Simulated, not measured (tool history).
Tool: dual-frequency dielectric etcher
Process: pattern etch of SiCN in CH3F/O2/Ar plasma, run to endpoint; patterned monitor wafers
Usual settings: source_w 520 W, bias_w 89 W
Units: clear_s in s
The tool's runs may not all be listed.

| run | hour | source_w | bias_w | wafers since the last listed run | hours since the last wet clean | hours since the last source power generator calibration | hours since the last bias power generator calibration | hours since the last upper electrode change | incoming incoming film thickness, nm | clear_s |
|---|---|---|---|---|---|---|---|---|---|---|
| 1 | 0 | 520 | 89 | 0 | 63.1 | 1210.3 | 1234.4 | 2846.6 | 10.45 | 23.4 |
| 2 | 65.7 | 520 | 89 | 1159 | 128.8 | 1276 | 1300.1 | 2912.3 | 10.58 | 23.7 |
| 3 | 125.7 | 520 | 89 | 1058 | 188.8 | 1336 | 1360.1 | 2972.3 | 10.58 | 23.4 |
| 4 | 179.9 | 520 | 89 | 956 | 243 | 1390.2 | 1414.3 | 3026.5 | 10.63 | 23.2 |
| 5 | 231.6 | 520 | 89 | 912 | 294.7 | 1441.9 | 1466 | 3078.2 | 10.58 | 23.2 |
| 6 | 332.6 | 520 | 89 | 1781 | 395.7 | 1542.9 | 1567 | 3179.2 | 10.53 | 23.2 |
| 7 | 366 | 560 | 89 | 589 | 429.1 | 1576.3 | 1600.4 | 3212.6 | 10.51 | 22.6 |
| 8 | 424.2 | 560 | 89 | 1026 | 487.3 | 1634.5 | 1658.6 | 3270.8 | 10.46 | 22.4 |
|  | 451.1 | wet clean of the chamber |
| 9 | 461.6 | 560 | 89 | 236 | 10.5 | 1671.9 | 1696 | 3308.2 | 10.61 | 22.3 |
| 10 | 532.2 | 520 | 74 | 1245 | 81.1 | 1742.5 | 1766.6 | 3378.8 | 10.54 | 23.5 |
| 11 | 558.7 | 520 | 89 | 467 | 107.6 | 1769 | 1793.1 | 3405.3 | 10.36 | 21.8 |
| 12 | 614.2 | 520 | 89 | 979 | 163.1 | 1824.5 | 1848.6 | 3460.8 | 10.52 | 22.4 |
|  | 649.4 | bias power generator calibrated |
| 13 | 662.6 | 520 | 81 | 783 | 211.5 | 1872.9 | 13.2 | 3509.2 | 10.48 | 22.6 |
| 14 | 729.5 | 520 | 81 | 1180 | 278.4 | 1939.8 | 80.1 | 3576.1 | 10.52 | 22.9 |
|  | 780.4 | wet clean of the chamber, repeated, since the last time left the tool worse |
| 15 | 780.9 | 520 | 89 | 483 | 0.5 | 1991.2 | 131.5 | 3627.5 | 10.42 | 23.3 |
| 16 | 795.6 | 640 | 70 | 259 | 15.2 | 2005.9 | 146.2 | 3642.2 | 10.45 | 23.4 |
| 17 | 827.5 | 420 | 69 | 562 | 47.1 | 2037.8 | 178.1 | 3674.1 | 10.47 | 25.8 |
| 18 | 891.1 | 520 | 89 | 1122 | 110.7 | 2101.4 | 241.7 | 3737.7 | 10.51 | 23.3 |
| 19 | 956.4 | 400 | 89 | 1152 | 176 | 2166.7 | 307 | 3803 | 10.59 | 25.1 |
|  | 1003.8 | source power generator calibrated |
| 20 | 1012 | 580 | 78 | 910 | 231.6 | 8.2 | 362.6 | 3858.6 | 10.59 | 23.4 |
|  | 1043.8 | upper electrode replaced |
| 21 | 1075.7 | 410 | 72 | 700 | 295.3 | 71.9 | 426.3 | 31.9 | 10.55 | 25.8 |
| 22 | 1171.4 | 400 | 108 | 1688 | 391 | 167.6 | 522 | 127.6 | 10.42 | 23.5 |
| 23 | 1221.8 | 520 | 89 | 889 | 441.4 | 218 | 572.4 | 178 | 10.47 | 23 |
|  | 1246.4 | wet clean of the chamber |
| 24 | 1261.3 | 520 | 89 | 273 | 14.9 | 257.5 | 611.9 | 217.5 | 10.49 | 23.6 |
| 25 | 1325.1 | 520 | 109 | 1125 | 78.7 | 321.3 | 675.7 | 281.3 | 10.54 | 22.7 |
| 26 | 1351.6 | 590 | 72 | 467 | 105.2 | 347.8 | 702.2 | 307.8 | 10.5 | 23.6 |
| 27 | 1385.5 | 520 | 100 | 598 | 139.1 | 381.7 | 736.1 | 341.7 | 10.39 | 22.6 |
| 28 | 1437.6 | 400 | 77 | 919 | 191.2 | 433.8 | 788.2 | 393.8 | 10.49 | 25.5 |
| 29 | 1489.2 | 520 | 89 | 910 | 242.8 | 485.4 | 839.8 | 445.4 | 10.58 | 23.4 |

Forecast each of these 3 alternatives for the next run:
| A | 1489.6 | 520 | 89 | 7 | 243.2 | 485.8 | 840.2 | 445.8 | 10.45 | ? |
| B | 1489.6 | 400 | 76 | 7 | 243.2 | 485.8 | 840.2 | 445.8 | 10.45 | ? |
| C | 1489.6 | 440 | 77 | 7 | 243.2 | 485.8 | 840.2 | 445.8 | 10.45 | ? |

| run | clear_s |
|---|---|
| A | 23.2 |
| B | 25.5 |
| C | 24.9 |
Without the tool's hidden state the same runs would have given:
| run | clear_s |
|---|---|
| A | 23.5 |
| B | 25.8 |
| C | 25.2 |

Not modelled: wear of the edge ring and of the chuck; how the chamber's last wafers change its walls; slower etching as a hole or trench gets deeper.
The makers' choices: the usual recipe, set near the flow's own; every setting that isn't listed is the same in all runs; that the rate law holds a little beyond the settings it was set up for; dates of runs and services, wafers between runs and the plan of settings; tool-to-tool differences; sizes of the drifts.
